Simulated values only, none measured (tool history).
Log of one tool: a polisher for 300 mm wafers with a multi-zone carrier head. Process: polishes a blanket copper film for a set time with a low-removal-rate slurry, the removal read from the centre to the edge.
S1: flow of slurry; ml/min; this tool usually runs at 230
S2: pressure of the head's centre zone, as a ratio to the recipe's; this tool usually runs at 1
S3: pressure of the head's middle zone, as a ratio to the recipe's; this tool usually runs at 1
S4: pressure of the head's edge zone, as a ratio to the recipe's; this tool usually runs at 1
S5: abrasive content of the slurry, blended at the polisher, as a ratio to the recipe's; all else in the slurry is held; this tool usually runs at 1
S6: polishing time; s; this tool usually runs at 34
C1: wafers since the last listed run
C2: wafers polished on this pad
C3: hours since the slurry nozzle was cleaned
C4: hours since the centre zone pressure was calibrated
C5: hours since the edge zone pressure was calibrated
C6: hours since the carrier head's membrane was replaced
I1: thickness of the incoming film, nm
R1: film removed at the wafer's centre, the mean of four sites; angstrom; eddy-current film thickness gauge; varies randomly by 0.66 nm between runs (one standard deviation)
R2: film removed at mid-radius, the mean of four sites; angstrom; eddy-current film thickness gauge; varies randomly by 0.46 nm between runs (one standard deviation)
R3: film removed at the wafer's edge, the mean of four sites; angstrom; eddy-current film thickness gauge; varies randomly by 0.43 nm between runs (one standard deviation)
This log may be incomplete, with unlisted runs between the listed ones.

Run 1, day 0: usual settings; C1 0; C2 212; C3 36; C4 561.1; C5 149.3; C6 1550.5; I1 1321.7. Result: R1 709 angstrom, R2 611 angstrom, R3 622 angstrom.
At day 0.358: centre zone pressure recalibrated.
Run 2, day 4.042: usual settings; C1 537; C2 750; C3 133; C4 88.4; C5 246.3; C6 1647.5; I1 1345.8. Result: R1 632 angstrom, R2 611 angstrom, R3 613 angstrom.
Run 3, day 7.188: usual settings; C1 427; C2 1177; C3 208.5; C4 163.9; C5 321.8; C6 1723; I1 1307.1. Result: R1 653 angstrom, R2 613 angstrom, R3 605 angstrom.
At day 9.138: carrier head's membrane replaced by a new one.
At day 14.142: edge zone pressure recalibrated.
At day 15.183: slurry nozzle cleaned.
Run 4, day 15.617: usual settings; C1 1098; C2 2276; C3 10.4; C4 366.2; C5 35.4; C6 155.5; I1 1319.7. Result: R1 652 angstrom, R2 571 angstrom, R3 580 angstrom.
At day 18.704: worn pad replaced by a new one.
Run 5, day 19.5: usual settings; C1 504; C2 108; C3 103.6; C4 459.4; C5 128.6; C6 248.7; I1 1323.5. Result: R1 685 angstrom, R2 617 angstrom, R3 630 angstrom.
At day 21.05: centre zone pressure recalibrated.
Run 6, day 21.4: usual settings; C1 246; C2 354; C3 149.2; C4 8.4; C5 174.2; C6 294.3; I1 1332.4. Result: R1 626 angstrom, R2 625 angstrom, R3 633 angstrom.
Run 7, day 25.25: usual settings but S6 42 s; C1 522; C2 877; C3 241.6; C4 100.8; C5 266.6; C6 386.7; I1 1332.5. Result: R1 811 angstrom, R2 761 angstrom, R3 778 angstrom.
Run 8, day 28.592: usual settings but S2 0.93, S3 1.1, S6 27 s; C1 453; C2 1330; C3 321.8; C4 181; C5 346.8; C6 466.9; I1 1328.3. Result: R1 483 angstrom, R2 522 angstrom, R3 490 angstrom.
At day 31.188: edge zone pressure recalibrated.
Run 9, day 31.842: usual settings but S4 1.12, S6 44 s; C1 429; C2 1760; C3 399.8; C4 259; C5 15.7; C6 544.9; I1 1319.3. Result: R1 854 angstrom, R2 786 angstrom, R3 839 angstrom.
At day 33.383: slurry nozzle cleaned.
Run 10, day 34.975: usual settings but S3 0.92; C1 419; C2 2180; C3 38.2; C4 334.2; C5 90.9; C6 620.1; I1 1315.4. Result: R1 656 angstrom, R2 542 angstrom, R3 590 angstrom.
At day 36.904: worn pad replaced by a new one.
Run 11, day 37.454: usual settings but S4 0.88, S6 26 s; C1 313; C2 74; C3 97.7; C4 393.7; C5 150.4; C6 679.6; I1 1327.6. Result: R1 532 angstrom, R2 478 angstrom, R3 457 angstrom.
Run 12, day 39.654: usual settings but S3 0.92, S4 1.09, S5 1.1, S6 44 s; C1 298; C2 373; C3 150.5; C4 446.5; C5 203.2; C6 732.4; I1 1331.2. Result: R1 903 angstrom, R2 765 angstrom, R3 870 angstrom.
At day 40.067: centre zone pressure recalibrated.
Run 13, day 42.767: usual settings; C1 411; C2 784; C3 225.2; C4 64.8; C5 277.9; C6 807.1; I1 1314. Result: R1 638 angstrom, R2 622 angstrom, R3 621 angstrom.
Run 14, day 46.171: usual settings but S4 1.07; C1 462; C2 1246; C3 306.9; C4 146.5; C5 359.6; C6 888.8; I1 1325.7. Result: R1 659 angstrom, R2 614 angstrom, R3 636 angstrom.
At day 48.642: edge zone pressure recalibrated.
Run 15, day 50.204: usual settings but S2 0.95, S4 0.91; C1 536; C2 1782; C3 403.7; C4 243.3; C5 37.5; C6 985.6; I1 1319.7. Result: R1 632 angstrom, R2 606 angstrom, R3 584 angstrom.
At day 53.125: slurry nozzle cleaned.
Run 16, day 54.067: usual settings but S6 40 s; C1 518; C2 2301; C3 22.6; C4 336; C5 130.2; C6 1078.3; I1 1304.7. Result: R1 751 angstrom, R2 682 angstrom, R3 697 angstrom.
At day 57.671: worn pad replaced by a new one.
Run 17, day 57.692: usual settings; C1 469; C2 2; C3 109.6; C4 423; C5 217.2; C6 1165.3; I1 1321.6. Result: R1 693 angstrom, R2 625 angstrom, R3 630 angstrom.
At day 59.054: centre zone pressure recalibrated.
Run 18, day 59.583: usual settings but S2 1.11, S5 0.85, S6 39 s; C1 245; C2 248; C3 155; C4 12.7; C5 262.6; C6 1210.7; I1 1335.9. Result: R1 785 angstrom, R2 698 angstrom, R3 699 angstrom.
Run 19, day 63.2: usual settings but S5 0.9, S6 29 s; C1 490; C2 738; C3 241.8; C4 99.5; C5 349.4; C6 1297.5; I1 1321.1. Result: R1 562 angstrom, R2 519 angstrom, R3 524 angstrom.
Run 20, day 66.508: usual settings but S3 1.12; C1 449; C2 1188; C3 321.2; C4 178.9; C5 428.8; C6 1376.9; I1 1310. Result: R1 684 angstrom, R2 676 angstrom, R3 619 angstrom.
At day 67.479: edge zone pressure recalibrated.
Run 21, day 68.888: usual settings; C1 311; C2 1499; C3 378.3; C4 236; C5 33.8; C6 1434; I1 1337. Result: R1 681 angstrom, R2 602 angstrom, R3 613 angstrom.

Forecast each of these 4 alternatives for the next run:
Run A, day 68.904: usual settings; C1 2; C2 1501; C3 378.7; C4 236.4; C5 34.2; C6 1434.4; I1 1332.2. Result: R1 ?, R2 ?, R3 ?.
Run B, day 68.904: usual settings but S2 1.06; C1 2; C2 1501; C3 378.7; C4 236.4; C5 34.2; C6 1434.4; I1 1332.2. Result: R1 ?, R2 ?, R3 ?.
Run C, day 68.904: usual settings but S3 1.07, S4 1.03, S5 1.2, S6 43 s; C1 2; C2 1501; C3 378.7; C4 236.4; C5 34.2; C6 1434.4; I1 1332.2. Result: R1 ?, R2 ?, R3 ?.
Run D, day 68.904: usual settings but S2 0.92, S3 0.88, S6 44 s; C1 2; C2 1501; C3 378.7; C4 236.4; C5 34.2; C6 1434.4; I1 1332.2. Result: R1 ?, R2 ?, R3 ?.

run   R1   R2   R3
  A  670  600  610
  B  706  600  610
  C  873  828  806
  D  803  699  791
Without the tool's hidden state the same runs would have given:
run   R1   R2   R3
  A  625  620  630
  B  659  620  630
  C  814  855  832
  D  749  722  817

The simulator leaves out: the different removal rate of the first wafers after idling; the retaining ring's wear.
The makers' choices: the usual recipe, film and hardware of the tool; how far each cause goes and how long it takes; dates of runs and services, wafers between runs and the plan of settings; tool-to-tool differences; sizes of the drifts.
